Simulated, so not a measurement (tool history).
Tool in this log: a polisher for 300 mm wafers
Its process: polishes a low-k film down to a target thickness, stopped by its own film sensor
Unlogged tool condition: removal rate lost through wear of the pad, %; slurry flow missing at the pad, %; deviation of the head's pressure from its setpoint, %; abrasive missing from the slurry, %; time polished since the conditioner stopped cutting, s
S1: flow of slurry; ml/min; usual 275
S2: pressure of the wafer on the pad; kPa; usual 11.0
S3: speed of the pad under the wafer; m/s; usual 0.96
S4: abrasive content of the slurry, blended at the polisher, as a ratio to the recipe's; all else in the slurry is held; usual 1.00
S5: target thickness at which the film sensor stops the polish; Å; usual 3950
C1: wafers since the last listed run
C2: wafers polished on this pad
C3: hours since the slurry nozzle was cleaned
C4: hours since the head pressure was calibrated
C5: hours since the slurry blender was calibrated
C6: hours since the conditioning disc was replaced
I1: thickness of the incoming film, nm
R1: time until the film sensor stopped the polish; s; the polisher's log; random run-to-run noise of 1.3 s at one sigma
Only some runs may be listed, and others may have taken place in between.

run,hour,S1,S2,S3,S4,S5,C1,C2,C3,C4,C5,C6,I1,R1
1,0.0,275,11.0,0.96,1.20,3950,0,3118,299.5,350.5,137.1,120.7,437.1,112.5
2,48.6,275,11.0,0.96,1.00,3950,475,3593,348.1,399.1,185.7,169.3,430.5,104.7
3,103.9,275,11.0,0.96,1.00,3950,541,4135,403.4,454.4,241.0,224.6,425.4,90.4
4,182.7,275,11.0,0.96,1.00,3950,771,4906,482.2,533.2,319.8,303.4,427.9,102.1
# hour 221.1: worn pad replaced by a new one
# hour 264.2: slurry nozzle cleaned
5,280.9,275,11.0,0.96,1.00,3950,912,575,16.7,631.4,418.0,401.6,431.5,110.7
# hour 314.2: head pressure recalibrated
6,320.3,275,11.0,0.96,1.00,3950,366,942,56.1,6.1,457.4,441.0,436.1,132.3
# hour 337.1: conditioning disc replaced and pad reconditioned
7,360.0,275,11.0,0.96,1.00,3950,369,1311,95.8,45.8,497.1,22.9,428.1,104.0
# hour 424.9: slurry blender recalibrated
8,428.0,275,11.0,0.96,1.00,3950,646,1957,163.8,113.8,3.1,90.9,434.7,115.3
9,538.9,275,11.0,0.96,1.15,3950,1085,3043,274.7,224.7,114.0,201.8,438.9,120.4
10,621.0,275,11.0,0.96,1.00,3890,803,3846,356.8,306.8,196.1,283.9,427.9,115.4
# hour 678.7: worn pad replaced by a new one
11,727.3,275,11.0,0.62,1.25,3950,1001,475,463.1,413.1,302.4,390.2,434.1,147.1
# hour 753.6: slurry nozzle cleaned
12,793.5,330,11.0,0.96,0.80,3950,638,1114,39.9,479.3,368.6,456.4,423.9,98.2
# hour 819.9: conditioning disc replaced and pad reconditioned
# hour 1012.1: slurry blender recalibrated
13,1110.0,185,11.0,0.96,1.00,3880,3059,4173,356.4,795.8,97.9,290.1,425.0,111.7
# hour 1133.7: head pressure recalibrated
# hour 1152.1: worn pad replaced by a new one
14,1184.0,330,11.0,0.96,0.80,3950,665,312,430.4,50.3,171.9,364.1,426.3,101.6
# hour 1213.6: slurry nozzle cleaned
15,1235.0,275,11.0,0.96,1.10,3850,489,802,21.4,101.3,222.9,415.1,422.2,103.5
# hour 1261.4: conditioning disc replaced and pad reconditioned
16,1335.7,275,11.0,0.96,1.00,4000,966,1768,122.1,202.0,323.6,74.3,433.1,100.8
17,1377.7,275,11.0,0.96,1.00,3950,411,2179,164.1,244.0,365.6,116.3,421.8,81.3
18,1479.3,250,11.0,0.96,1.00,4020,994,3174,265.7,345.6,467.2,217.9,430.2,87.0
# hour 1534.7: slurry blender recalibrated
19,1555.2,240,13.8,0.70,1.10,3950,723,3897,341.6,421.5,20.5,293.8,424.9,86.9
# hour 1628.4: worn pad replaced by a new one
# hour 1761.9: slurry nozzle cleaned
20,1766.4,275,15.2,0.96,1.10,4060,2018,1341,4.5,632.7,231.7,505.0,436.0,61.7
# hour 1805.9: conditioning disc replaced and pad reconditioned
# hour 1827.7: head pressure recalibrated
21,1835.5,340,11.0,0.84,0.85,4020,637,1978,73.6,7.8,300.8,29.6,426.1,85.9
22,1879.6,330,11.0,0.96,0.80,3950,431,2410,117.7,51.9,344.9,73.7,427.2,106.7
23,1975.9,275,12.4,0.96,1.00,3830,942,3353,214.0,148.2,441.2,170.0,429.5,126.6
# hour 1999.1: slurry blender recalibrated
24,2077.8,275,12.4,0.96,1.00,3850,978,4331,315.9,250.1,78.7,271.9,425.5,104.9

Some steps in R1 between neighbouring runs. How much of each would the tool show without its hidden state too (settings, what came in, random variation), and how much is left for the hidden state, with any gauge scatter that isn't in both results?
Run 7 -> 8: slurry blender recalibrated. R1 +11.3 s: hidden state -8.6, all else +19.9.
Run 10 -> 11: S3 0.96 -> 0.62, S4 1.00 -> 1.25, S5 3890 -> 3950, worn pad replaced by a new one. R1 +31.7 s: hidden state +2.4, all else +29.3.
Run 11 -> 12: S1 275 -> 330, S3 0.62 -> 0.96, S4 1.25 -> 0.80, slurry nozzle cleaned. R1 -48.9 s: hidden state +1.1, all else -50.0.
Run 23 -> 24: S5 3830 -> 3850, slurry blender recalibrated. R1 -21.7 s: hidden state -7.3, all else -14.4.
